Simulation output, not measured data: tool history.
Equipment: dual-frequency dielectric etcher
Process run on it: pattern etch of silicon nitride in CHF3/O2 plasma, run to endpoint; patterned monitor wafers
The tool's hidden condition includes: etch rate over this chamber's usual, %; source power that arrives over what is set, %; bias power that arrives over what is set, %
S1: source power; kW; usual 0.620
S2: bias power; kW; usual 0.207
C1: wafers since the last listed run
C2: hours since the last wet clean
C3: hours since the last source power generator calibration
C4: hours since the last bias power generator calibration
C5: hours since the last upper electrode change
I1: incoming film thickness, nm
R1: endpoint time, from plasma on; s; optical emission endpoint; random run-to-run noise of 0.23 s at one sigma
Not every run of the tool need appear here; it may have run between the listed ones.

{"run": 1, "day": 0.0, "S1": 0.59, "S2": 0.229, "C1": 0, "C2": 184.6, "C3": 963.2, "C4": 1799.6, "C5": 3734.4, "I1": 91.7, "R1": 56.6}
{"run": 2, "day": 3.433, "S1": 0.59, "S2": 0.229, "C1": 692, "C2": 267.0, "C3": 1045.6, "C4": 1882.0, "C5": 3816.8, "I1": 90.1, "R1": 55.6}
{"run": 3, "day": 7.642, "S1": 0.62, "S2": 0.207, "C1": 848, "C2": 368.0, "C3": 1146.6, "C4": 1983.0, "C5": 3917.8, "I1": 92.0, "R1": 59.5}
{"day": 11.454, "done": "wet clean of the chamber"}
{"run": 4, "day": 15.658, "S1": 0.62, "S2": 0.207, "C1": 1414, "C2": 100.9, "C3": 1339.0, "C4": 2175.4, "C5": 4110.2, "I1": 90.6, "R1": 57.1}
{"run": 5, "day": 19.942, "S1": 0.62, "S2": 0.207, "C1": 863, "C2": 203.7, "C3": 1441.8, "C4": 2278.2, "C5": 4213.0, "I1": 90.0, "R1": 57.4}
{"run": 6, "day": 26.375, "S1": 0.62, "S2": 0.207, "C1": 1296, "C2": 358.1, "C3": 1596.2, "C4": 2432.6, "C5": 4367.4, "I1": 90.5, "R1": 58.4}
{"run": 7, "day": 28.117, "S1": 0.69, "S2": 0.207, "C1": 351, "C2": 399.9, "C3": 1638.0, "C4": 2474.4, "C5": 4409.2, "I1": 91.1, "R1": 57.5}
{"run": 8, "day": 31.729, "S1": 0.69, "S2": 0.207, "C1": 728, "C2": 486.6, "C3": 1724.7, "C4": 2561.1, "C5": 4495.9, "I1": 91.3, "R1": 58.1}
{"day": 33.829, "done": "bias power generator calibrated"}
{"day": 35.579, "done": "wet clean of the chamber"}
{"run": 9, "day": 36.083, "S1": 0.69, "S2": 0.207, "C1": 642, "C2": 12.1, "C3": 1829.2, "C4": 54.1, "C5": 4600.4, "I1": 90.4, "R1": 54.7}
{"run": 10, "day": 38.792, "S1": 0.74, "S2": 0.207, "C1": 545, "C2": 77.1, "C3": 1894.2, "C4": 119.1, "C5": 4665.4, "I1": 90.4, "R1": 53.7}
{"run": 11, "day": 41.267, "S1": 0.74, "S2": 0.207, "C1": 498, "C2": 136.5, "C3": 1953.6, "C4": 178.5, "C5": 4724.8, "I1": 91.0, "R1": 54.4}
{"run": 12, "day": 43.758, "S1": 0.49, "S2": 0.207, "C1": 502, "C2": 196.3, "C3": 2013.4, "C4": 238.3, "C5": 4784.6, "I1": 90.6, "R1": 60.9}
{"run": 13, "day": 45.504, "S1": 0.62, "S2": 0.207, "C1": 351, "C2": 238.2, "C3": 2055.3, "C4": 280.2, "C5": 4826.5, "I1": 91.4, "R1": 58.0}
{"run": 14, "day": 47.85, "S1": 0.62, "S2": 0.207, "C1": 472, "C2": 294.5, "C3": 2111.6, "C4": 336.5, "C5": 4882.8, "I1": 90.9, "R1": 57.9}
{"run": 15, "day": 49.371, "S1": 0.54, "S2": 0.207, "C1": 306, "C2": 331.0, "C3": 2148.1, "C4": 373.0, "C5": 4919.3, "I1": 92.3, "R1": 61.7}
{"run": 16, "day": 51.804, "S1": 0.62, "S2": 0.207, "C1": 490, "C2": 389.4, "C3": 2206.5, "C4": 431.4, "C5": 4977.7, "I1": 90.9, "R1": 58.3}
{"run": 17, "day": 56.158, "S1": 0.69, "S2": 0.16, "C1": 877, "C2": 493.9, "C3": 2311.0, "C4": 535.9, "C5": 5082.2, "I1": 91.2, "R1": 65.1}
{"day": 58.583, "done": "source power generator calibrated"}
{"day": 59.175, "done": "wet clean of the chamber"}
{"run": 18, "day": 59.196, "S1": 0.62, "S2": 0.207, "C1": 459, "C2": 0.5, "C3": 14.7, "C4": 608.8, "C5": 5155.1, "I1": 90.8, "R1": 55.6}
{"day": 65.808, "done": "upper electrode replaced"}
{"run": 19, "day": 66.342, "S1": 0.52, "S2": 0.207, "C1": 1238, "C2": 172.0, "C3": 186.2, "C4": 780.3, "C5": 12.8, "I1": 90.7, "R1": 60.1}
{"run": 20, "day": 69.588, "S1": 0.62, "S2": 0.207, "C1": 654, "C2": 249.9, "C3": 264.1, "C4": 858.2, "C5": 90.7, "I1": 91.4, "R1": 58.1}
{"run": 21, "day": 73.254, "S1": 0.49, "S2": 0.164, "C1": 739, "C2": 337.9, "C3": 352.1, "C4": 946.2, "C5": 178.7, "I1": 91.8, "R1": 69.9}
{"run": 22, "day": 75.996, "S1": 0.62, "S2": 0.207, "C1": 552, "C2": 403.7, "C3": 417.9, "C4": 1012.0, "C5": 244.5, "I1": 91.0, "R1": 58.6}
{"day": 80.283, "done": "wet clean of the chamber"}
{"run": 23, "day": 80.446, "S1": 0.62, "S2": 0.225, "C1": 695, "C2": 3.9, "C3": 524.7, "C4": 1118.8, "C5": 351.3, "I1": 91.1, "R1": 54.5}
{"run": 24, "day": 82.217, "S1": 0.62, "S2": 0.207, "C1": 356, "C2": 46.4, "C3": 567.2, "C4": 1161.3, "C5": 393.8, "I1": 91.0, "R1": 56.9}
{"run": 25, "day": 85.467, "S1": 0.68, "S2": 0.177, "C1": 655, "C2": 124.4, "C3": 645.2, "C4": 1239.3, "C5": 471.8, "I1": 90.6, "R1": 60.0}
{"run": 26, "day": 88.579, "S1": 0.62, "S2": 0.23, "C1": 627, "C2": 199.1, "C3": 719.9, "C4": 1314.0, "C5": 546.5, "I1": 90.4, "R1": 55.0}
{"run": 27, "day": 91.221, "S1": 0.48, "S2": 0.167, "C1": 532, "C2": 262.5, "C3": 783.3, "C4": 1377.4, "C5": 609.9, "I1": 91.1, "R1": 69.4}
{"run": 28, "day": 95.188, "S1": 0.55, "S2": 0.207, "C1": 799, "C2": 357.7, "C3": 878.5, "C4": 1472.6, "C5": 705.1, "I1": 92.1, "R1": 61.8}
{"run": 29, "day": 96.717, "S1": 0.62, "S2": 0.242, "C1": 308, "C2": 394.4, "C3": 915.2, "C4": 1509.3, "C5": 741.8, "I1": 91.3, "R1": 55.5}
{"run": 30, "day": 98.588, "S1": 0.62, "S2": 0.207, "C1": 377, "C2": 439.3, "C3": 960.1, "C4": 1554.2, "C5": 786.7, "I1": 90.5, "R1": 59.0}
{"day": 100.312, "done": "wet clean of the chamber"}
{"run": 31, "day": 101.479, "S1": 0.47, "S2": 0.207, "C1": 381, "C2": 28.0, "C3": 1029.5, "C4": 1623.6, "C5": 856.1, "I1": 90.3, "R1": 60.9}
{"run": 32, "day": 103.108, "S1": 0.71, "S2": 0.257, "C1": 328, "C2": 67.1, "C3": 1068.6, "C4": 1662.7, "C5": 895.2, "I1": 91.6, "R1": 49.7}
{"run": 33, "day": 106.962, "S1": 0.59, "S2": 0.229, "C1": 776, "C2": 159.6, "C3": 1161.1, "C4": 1755.2, "C5": 987.7, "I1": 91.8, "R1": 56.1}

Here are 4 independent what-if runs from the current tool condition. What would each one return?
{"run": "A", "day": 106.979, "S1": 0.62, "S2": 0.207, "C1": 3, "C2": 160.0, "C3": 1161.5, "C4": 1755.6, "C5": 988.1, "I1": 90.6, "R1": "?"}
{"run": "B", "day": 106.979, "S1": 0.62, "S2": 0.234, "C1": 3, "C2": 160.0, "C3": 1161.5, "C4": 1755.6, "C5": 988.1, "I1": 90.6, "R1": "?"}
{"run": "C", "day": 106.979, "S1": 0.62, "S2": 0.246, "C1": 3, "C2": 160.0, "C3": 1161.5, "C4": 1755.6, "C5": 988.1, "I1": 90.6, "R1": "?"}
{"run": "D", "day": 106.979, "S1": 0.51, "S2": 0.241, "C1": 3, "C2": 160.0, "C3": 1161.5, "C4": 1755.6, "C5": 988.1, "I1": 90.6, "R1": "?"}

run=A R1=56.8
run=B R1=53.7
run=C R1=52.5
run=D R1=55.9
The same runs, with their run-to-run variation unchanged, on a tool lacking any hidden condition would have given:
run=A R1=55.8
run=B R1=52.8
run=C R1=51.6
run=D R1=54.9

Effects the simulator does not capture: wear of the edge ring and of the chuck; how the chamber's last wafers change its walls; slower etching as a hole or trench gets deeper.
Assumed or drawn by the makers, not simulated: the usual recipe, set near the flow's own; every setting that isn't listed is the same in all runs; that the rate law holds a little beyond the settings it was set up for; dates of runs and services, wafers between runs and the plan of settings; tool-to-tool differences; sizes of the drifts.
